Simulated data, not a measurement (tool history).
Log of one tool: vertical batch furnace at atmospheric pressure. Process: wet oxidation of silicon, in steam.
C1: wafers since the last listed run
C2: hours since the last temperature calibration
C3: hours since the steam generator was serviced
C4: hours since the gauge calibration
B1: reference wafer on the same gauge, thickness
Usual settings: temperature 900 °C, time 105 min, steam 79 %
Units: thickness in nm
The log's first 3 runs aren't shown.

{"run": 4, "hour": 252.7, "temperature": 900, "time": 105, "steam": 79, "C1": 412, "C2": 2138.6, "C3": 183.2, "C4": 1039.6, "B1": 192.09, "thickness": 189.25}
{"run": 5, "hour": 304.9, "temperature": 900, "time": 105, "steam": 79, "C1": 468, "C2": 2190.8, "C3": 235.4, "C4": 1091.8, "B1": 191.98, "thickness": 188.21}
{"run": 6, "hour": 354.6, "temperature": 900, "time": 105, "steam": 79, "C1": 445, "C2": 2240.5, "C3": 285.1, "C4": 1141.5, "B1": 192.15, "thickness": 187.85}
{"run": 7, "hour": 411.2, "temperature": 900, "time": 105, "steam": 79, "C1": 507, "C2": 2297.1, "C3": 341.7, "C4": 1198.1, "B1": 192.02, "thickness": 188.46}
{"run": 8, "hour": 462.1, "temperature": 900, "time": 92.5, "steam": 79, "C1": 456, "C2": 2348, "C3": 392.6, "C4": 1249, "B1": 192.04, "thickness": 167.72}
{"run": 9, "hour": 529.1, "temperature": 900, "time": 78, "steam": 79, "C1": 600, "C2": 2415, "C3": 459.6, "C4": 1316, "B1": 191.83, "thickness": 144.74}
{"run": 10, "hour": 587.2, "temperature": 900, "time": 78, "steam": 79, "C1": 520, "C2": 2473.1, "C3": 517.7, "C4": 1374.1, "B1": 192.11, "thickness": 144.22}
{"run": 11, "hour": 625.8, "temperature": 900, "time": 78, "steam": 79, "C1": 346, "C2": 2511.7, "C3": 556.3, "C4": 1412.7, "B1": 192.24, "thickness": 144.51}
{"run": 12, "hour": 671.8, "temperature": 900, "time": 105, "steam": 82, "C1": 412, "C2": 2557.7, "C3": 602.3, "C4": 1458.7, "B1": 192.03, "thickness": 193.08}
{"run": 13, "hour": 715.8, "temperature": 900, "time": 105, "steam": 82, "C1": 394, "C2": 2601.7, "C3": 646.3, "C4": 1502.7, "B1": 191.89, "thickness": 193.61}
{"run": 14, "hour": 769.1, "temperature": 900, "time": 105, "steam": 83, "C1": 477, "C2": 2655, "C3": 699.6, "C4": 1556, "B1": 191.91, "thickness": 195.38}
{"run": 15, "hour": 798.7, "temperature": 900, "time": 105, "steam": 83, "C1": 265, "C2": 2684.6, "C3": 729.2, "C4": 1585.6, "B1": 192.14, "thickness": 194.87}
{"run": 16, "hour": 823.3, "temperature": 900, "time": 105, "steam": 79, "C1": 220, "C2": 2709.2, "C3": 753.8, "C4": 1610.2, "B1": 191.99, "thickness": 187.28}
{"run": 17, "hour": 926.8, "temperature": 900, "time": 105, "steam": 79, "C1": 928, "C2": 2812.7, "C3": 857.3, "C4": 1713.7, "B1": 191.91, "thickness": 186.52}
{"run": 18, "hour": 981.6, "temperature": 900, "time": 105, "steam": 79, "C1": 491, "C2": 2867.5, "C3": 912.1, "C4": 1768.5, "B1": 192, "thickness": 187.99}
{"run": 19, "hour": 1019.2, "temperature": 900, "time": 90.5, "steam": 79, "C1": 337, "C2": 2905.1, "C3": 949.7, "C4": 1806.1, "B1": 192.04, "thickness": 164.56}
{"run": 20, "hour": 1066.1, "temperature": 900, "time": 105, "steam": 83, "C1": 420, "C2": 2952, "C3": 996.6, "C4": 1853, "B1": 191.85, "thickness": 196.09}
{"run": 21, "hour": 1097.1, "temperature": 877, "time": 55.5, "steam": 90, "C1": 277, "C2": 2983, "C3": 1027.6, "C4": 1884, "B1": 191.74, "thickness": 83.09}
{"run": 22, "hour": 1151.4, "temperature": 900, "time": 105, "steam": 87, "C1": 486, "C2": 3037.3, "C3": 1081.9, "C4": 1938.3, "B1": 192.04, "thickness": 202.86}
{"hour": 1172.0, "done": "gauge calibrated"}
{"hour": 1188.6, "done": "thermocouples replaced and temperature profile calibrated"}
{"run": 23, "hour": 1193.1, "temperature": 900, "time": 105, "steam": 79, "C1": 158, "C2": 4.5, "C3": 1123.6, "C4": 21.1, "B1": 192.09, "thickness": 186.16}
{"run": 24, "hour": 1241.8, "temperature": 900, "time": 120.5, "steam": 79, "C1": 436, "C2": 53.2, "C3": 1172.3, "C4": 69.8, "B1": 191.86, "thickness": 209.3}

Run 25 comes next. What will it give?
{"run": 25, "hour": 1306.7, "temperature": 882, "time": 76.5, "steam": 90, "C1": 581, "C2": 118.1, "C3": 1237.2, "C4": 134.7, "B1": "?", "thickness": "?"}

B1: 192.1
thickness: 121.87 nm
Without the tool's hidden state the same run would have given thickness 124.63 nm.
